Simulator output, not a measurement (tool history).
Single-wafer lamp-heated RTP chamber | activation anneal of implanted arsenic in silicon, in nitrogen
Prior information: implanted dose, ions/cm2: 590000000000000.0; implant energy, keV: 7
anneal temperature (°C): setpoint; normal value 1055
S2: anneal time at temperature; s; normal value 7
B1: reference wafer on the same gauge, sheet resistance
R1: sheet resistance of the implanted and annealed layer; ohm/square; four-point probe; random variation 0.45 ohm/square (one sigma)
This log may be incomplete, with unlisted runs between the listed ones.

run 1 hour=0.0 | anneal_temperature_(°C)=1055 S2=10 | B1=199.04 | R1=181.67
run 2 hour=6.9 | anneal_temperature_(°C)=1055 S2=6 | B1=199.16 | R1=190.80
run 3 hour=13.0 | anneal_temperature_(°C)=1055 S2=6 | B1=198.97 | R1=190.81
run 4 hour=22.8 | anneal_temperature_(°C)=1055 S2=7 | B1=198.95 | R1=186.70
run 5 hour=38.1 | anneal_temperature_(°C)=1055 S2=7 | B1=199.06 | R1=187.30
run 6 hour=50.3 | anneal_temperature_(°C)=1055 S2=7 | B1=198.92 | R1=187.67
run 7 hour=61.0 | anneal_temperature_(°C)=1067 S2=7 | B1=198.98 | R1=183.14
run 8 hour=69.5 | anneal_temperature_(°C)=1055 S2=7 | B1=199.08 | R1=187.55
-- hour=69.7 gauge calibrated
run 9 hour=79.8 | anneal_temperature_(°C)=1055 S2=7 | B1=198.99 | R1=187.53
run 10 hour=96.7 | anneal_temperature_(°C)=1069 S2=7 | B1=199.13 | R1=181.64
run 11 hour=108.4 | anneal_temperature_(°C)=1055 S2=9 | B1=198.97 | R1=182.13
run 12 hour=115.4 | anneal_temperature_(°C)=1076 S2=5 | B1=199.06 | R1=184.24
-- hour=143.1 reflector plate cleaned
run 13 hour=160.0 | anneal_temperature_(°C)=1035 S2=5 | B1=198.88 | R1=203.29
run 14 hour=168.5 | anneal_temperature_(°C)=1043 S2=10 | B1=199.02 | R1=188.10
run 15 hour=182.0 | anneal_temperature_(°C)=1055 S2=7 | B1=199.10 | R1=189.34
run 16 hour=199.2 | anneal_temperature_(°C)=1063 S2=10 | B1=199.18 | R1=180.10
-- hour=213.3 pyrometer window cleaned and pyrometer calibrated
run 17 hour=213.8 | anneal_temperature_(°C)=1065 S2=6 | B1=199.00 | R1=191.02
run 18 hour=223.7 | anneal_temperature_(°C)=1044 S2=7 | B1=198.88 | R1=196.94
run 19 hour=239.4 | anneal_temperature_(°C)=1069 S2=10 | B1=199.01 | R1=180.45
run 20 hour=247.8 | anneal_temperature_(°C)=1042 S2=7 | B1=198.98 | R1=197.60
run 21 hour=265.3 | anneal_temperature_(°C)=1055 S2=3 | B1=199.07 | R1=206.94
run 22 hour=279.0 | anneal_temperature_(°C)=1068 S2=7 | B1=198.95 | R1=186.16
run 23 hour=293.1 | anneal_temperature_(°C)=1030 S2=7 | B1=198.86 | R1=201.52
run 24 hour=313.5 | anneal_temperature_(°C)=1037 S2=4 | B1=198.99 | R1=207.44
run 25 hour=323.5 | anneal_temperature_(°C)=1055 S2=7 | B1=198.99 | R1=190.74
run 26 hour=335.9 | anneal_temperature_(°C)=1055 S2=7 | B1=198.97 | R1=191.07
run 27 hour=349.5 | anneal_temperature_(°C)=1055 S2=7 | B1=199.01 | R1=190.29
run 28 hour=356.5 | anneal_temperature_(°C)=1028 S2=6 | B1=198.86 | R1=203.69
run 29 hour=369.8 | anneal_temperature_(°C)=1072 S2=9 | B1=199.04 | R1=178.65
run 30 hour=381.2 | anneal_temperature_(°C)=1080 S2=11 | B1=199.04 | R1=173.39
run 31 hour=389.5 | anneal_temperature_(°C)=1083 S2=5 | B1=199.09 | R1=185.61
run 32 hour=400.1 | anneal_temperature_(°C)=1055 S2=7 | B1=198.98 | R1=189.88
run 33 hour=409.6 | anneal_temperature_(°C)=1063 S2=7 | B1=198.90 | R1=186.63
run 34 hour=425.5 | anneal_temperature_(°C)=1038 S2=10 | B1=199.16 | R1=188.85
run 35 hour=432.0 | anneal_temperature_(°C)=1040 S2=10 | B1=199.02 | R1=188.78
run 36 hour=439.7 | anneal_temperature_(°C)=1074 S2=7 | B1=199.01 | R1=181.54

Forecast each of these 5 alternatives for the next run:
run A hour=440.1 | anneal_temperature_(°C)=1078 S2=7 | B1=? | R1=?
run B hour=440.1 | anneal_temperature_(°C)=1082 S2=5 | B1=? | R1=?
run C hour=440.1 | anneal_temperature_(°C)=1078 S2=10 | B1=? | R1=?
run D hour=440.1 | anneal_temperature_(°C)=1055 S2=11 | B1=? | R1=?
run E hour=440.1 | anneal_temperature_(°C)=1070 S2=7 | B1=? | R1=?

run=A B1=199.00 R1=180.55
run=B B1=199.00 R1=184.86
run=C B1=199.00 R1=174.75
run=D B1=199.00 R1=181.26
run=E B1=199.00 R1=183.43
With the hidden condition removed and each run's random variation left untouched, the same runs would have given:
run=A R1=184.36
run=B R1=188.78
run=C R1=178.36
run=D R1=185.24
run=E R1=187.37
